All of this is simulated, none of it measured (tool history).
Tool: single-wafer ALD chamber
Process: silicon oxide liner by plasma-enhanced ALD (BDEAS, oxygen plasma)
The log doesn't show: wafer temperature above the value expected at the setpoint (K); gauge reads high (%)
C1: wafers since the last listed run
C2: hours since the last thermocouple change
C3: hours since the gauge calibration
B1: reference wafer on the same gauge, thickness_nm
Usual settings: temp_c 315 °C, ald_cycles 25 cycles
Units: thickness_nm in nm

{"run": 1, "hour": 0.0, "temp_c": 308, "ald_cycles": 25, "C1": 0, "C2": 562.6, "C3": 20.9, "B1": 2.478, "thickness_nm": 2.175}
{"run": 2, "hour": 14.6, "temp_c": 308, "ald_cycles": 25, "C1": 205, "C2": 577.2, "C3": 35.5, "B1": 2.478, "thickness_nm": 2.166}
{"run": 3, "hour": 39.0, "temp_c": 310, "ald_cycles": 25, "C1": 342, "C2": 601.6, "C3": 59.9, "B1": 2.478, "thickness_nm": 2.17}
{"run": 4, "hour": 68.8, "temp_c": 310, "ald_cycles": 25, "C1": 418, "C2": 631.4, "C3": 89.7, "B1": 2.481, "thickness_nm": 2.174}
{"run": 5, "hour": 87.6, "temp_c": 315, "ald_cycles": 25, "C1": 264, "C2": 650.2, "C3": 108.5, "B1": 2.481, "thickness_nm": 2.162}
{"run": 6, "hour": 121.2, "temp_c": 309, "ald_cycles": 25, "C1": 472, "C2": 683.8, "C3": 142.1, "B1": 2.485, "thickness_nm": 2.174}
{"run": 7, "hour": 153.7, "temp_c": 309, "ald_cycles": 25, "C1": 456, "C2": 716.3, "C3": 174.6, "B1": 2.49, "thickness_nm": 2.18}
{"run": 8, "hour": 210.2, "temp_c": 309, "ald_cycles": 25, "C1": 793, "C2": 772.8, "C3": 231.1, "B1": 2.5, "thickness_nm": 2.19}
{"hour": 212.3, "done": "gauge calibrated"}
{"run": 9, "hour": 232.7, "temp_c": 322, "ald_cycles": 22, "C1": 316, "C2": 795.3, "C3": 20.4, "B1": 2.477, "thickness_nm": 1.865}
{"run": 10, "hour": 260.2, "temp_c": 322, "ald_cycles": 22, "C1": 386, "C2": 822.8, "C3": 47.9, "B1": 2.474, "thickness_nm": 1.876}
{"run": 11, "hour": 276.3, "temp_c": 328, "ald_cycles": 23, "C1": 226, "C2": 838.9, "C3": 64, "B1": 2.477, "thickness_nm": 1.949}
{"hour": 300.6, "done": "thermocouple changed; heater temperature recalibrated"}
{"run": 12, "hour": 311.5, "temp_c": 315, "ald_cycles": 25, "C1": 382, "C2": 10.9, "C3": 99.2, "B1": 2.48, "thickness_nm": 2.159}
{"run": 13, "hour": 329.3, "temp_c": 321, "ald_cycles": 29, "C1": 250, "C2": 28.7, "C3": 117, "B1": 2.479, "thickness_nm": 2.495}
{"run": 14, "hour": 342.8, "temp_c": 308, "ald_cycles": 25, "C1": 189, "C2": 42.2, "C3": 130.5, "B1": 2.482, "thickness_nm": 2.166}
{"run": 15, "hour": 356.6, "temp_c": 327, "ald_cycles": 27, "C1": 193, "C2": 56, "C3": 144.3, "B1": 2.482, "thickness_nm": 2.297}
{"run": 16, "hour": 374.6, "temp_c": 306, "ald_cycles": 29, "C1": 252, "C2": 74, "C3": 162.3, "B1": 2.486, "thickness_nm": 2.54}
{"run": 17, "hour": 400.4, "temp_c": 319, "ald_cycles": 25, "C1": 362, "C2": 99.8, "C3": 188.1, "B1": 2.49, "thickness_nm": 2.152}
{"run": 18, "hour": 436.3, "temp_c": 321, "ald_cycles": 20, "C1": 504, "C2": 135.7, "C3": 224, "B1": 2.493, "thickness_nm": 1.72}

Run 19 comes next. What will it give?
{"run": 19, "hour": 457.7, "temp_c": 315, "ald_cycles": 23, "C1": 300, "C2": 157.1, "C3": 245.4, "B1": "?", "thickness_nm": "?"}

B1: 2.499
thickness_nm: 1.99 nm
Without the tool's hidden state the same run would have given thickness_nm 1.976 nm.
